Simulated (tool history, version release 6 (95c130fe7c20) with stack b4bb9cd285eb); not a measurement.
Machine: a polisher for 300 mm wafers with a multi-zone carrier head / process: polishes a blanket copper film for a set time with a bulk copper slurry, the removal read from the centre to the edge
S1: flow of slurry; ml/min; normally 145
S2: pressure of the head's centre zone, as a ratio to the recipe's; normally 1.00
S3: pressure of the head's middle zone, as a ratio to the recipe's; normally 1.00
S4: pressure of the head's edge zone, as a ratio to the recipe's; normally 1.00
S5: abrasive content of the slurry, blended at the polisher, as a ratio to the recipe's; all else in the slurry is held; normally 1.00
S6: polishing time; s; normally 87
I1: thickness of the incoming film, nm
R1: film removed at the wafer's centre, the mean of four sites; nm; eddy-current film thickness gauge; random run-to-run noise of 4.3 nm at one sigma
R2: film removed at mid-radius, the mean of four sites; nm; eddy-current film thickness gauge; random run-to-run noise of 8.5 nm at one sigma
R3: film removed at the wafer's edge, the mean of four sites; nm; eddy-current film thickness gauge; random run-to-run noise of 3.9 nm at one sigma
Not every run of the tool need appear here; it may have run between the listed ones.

run   hour   S1    S2    S3    S4    S5   S6      I1     R1     R2     R3
  1    0.0  145  1.00  1.00  0.94  1.00   87  3810.9  529.7  528.8  509.5
  2   60.0  145  0.96  1.00  1.00  1.00   87  3843.7  501.7  536.4  528.8
  3   97.7  145  0.93  0.92  1.04  0.75   87  3814.5  455.1  462.5  504.8
     113.1  -- carrier head's membrane replaced by a new one
  4  146.6  145  1.00  1.00  1.00  1.00   73  3828.1  439.3  447.4  434.5
  5  185.8  145  1.07  1.00  1.00  1.00   67  3837.1  428.5  416.1  406.7
  6  215.8  145  0.92  1.00  1.00  1.00   87  3870.0  467.8  519.4  518.0
  7  268.3  145  1.00  1.00  1.00  1.00   87  3814.7  518.4  522.1  521.4
     295.7  -- slurry nozzle cleaned
  8  335.6  145  1.00  1.00  1.00  1.15   87  3839.9  585.2  594.1  561.7
     342.8  -- worn pad replaced by a new one
  9  401.0  145  0.91  0.97  1.00  1.00   87  3805.0  502.1  553.8  540.5
 10  459.4   95  1.00  1.00  1.03  1.00   87  3797.6  468.6  479.2  494.7
 11  507.9  145  0.95  0.97  1.00  1.00   87  3877.3  511.7  544.3  532.7
 12  561.7  145  1.00  0.90  1.00  1.00   87  3877.4  536.1  504.2  528.2
 13  601.7  145  1.00  1.00  1.00  1.00   87  3868.0  535.2  543.8  531.1
     635.3  -- carrier head's membrane replaced by a new one
 14  637.7  115  1.00  1.00  1.00  0.75   87  3866.5  459.4  470.7  474.5
 15  708.7  125  1.00  1.00  1.00  1.10  109  3821.0  632.3  659.7  649.6
     744.1  -- worn pad replaced by a new one
 16  755.3  145  1.00  1.00  1.00  1.00   87  3862.8  525.5  522.3  522.7
 17  797.8  145  1.00  1.00  1.00  1.00   87  3926.9  525.7  533.8  529.2
 18  824.9  145  1.00  1.00  1.00  0.70  103  3905.0  571.6  593.9  568.9
 19  867.2  145  1.08  1.00  1.00  1.00   87  3835.9  560.6  545.2  526.0
 20  896.8  145  1.00  0.91  1.05  1.00   87  3845.3  520.8  496.2  536.6

Hidden state, per run?
removal rate lost through wear of the pad, %: 0, the same for each run
deviation of the centre zone's pressure from its setpoint, %: 0, the same for each run
deviation of the edge zone's pressure from its setpoint, %: 0, the same for each run
H1: slurry flow missing at the pad, %
run    H1
  1  25.3
  2  26.3
  3  26.8
  4  27.3
  5  27.7
  6  27.9
  7  28.3
  8  5.06
  9  10.8
 10  14.8
 11  17.5
 12  19.9
 13  21.5
 14  22.7
 15  24.6
 16  25.6
 17  26.4
 18  26.8
 19  27.4
 20  27.8
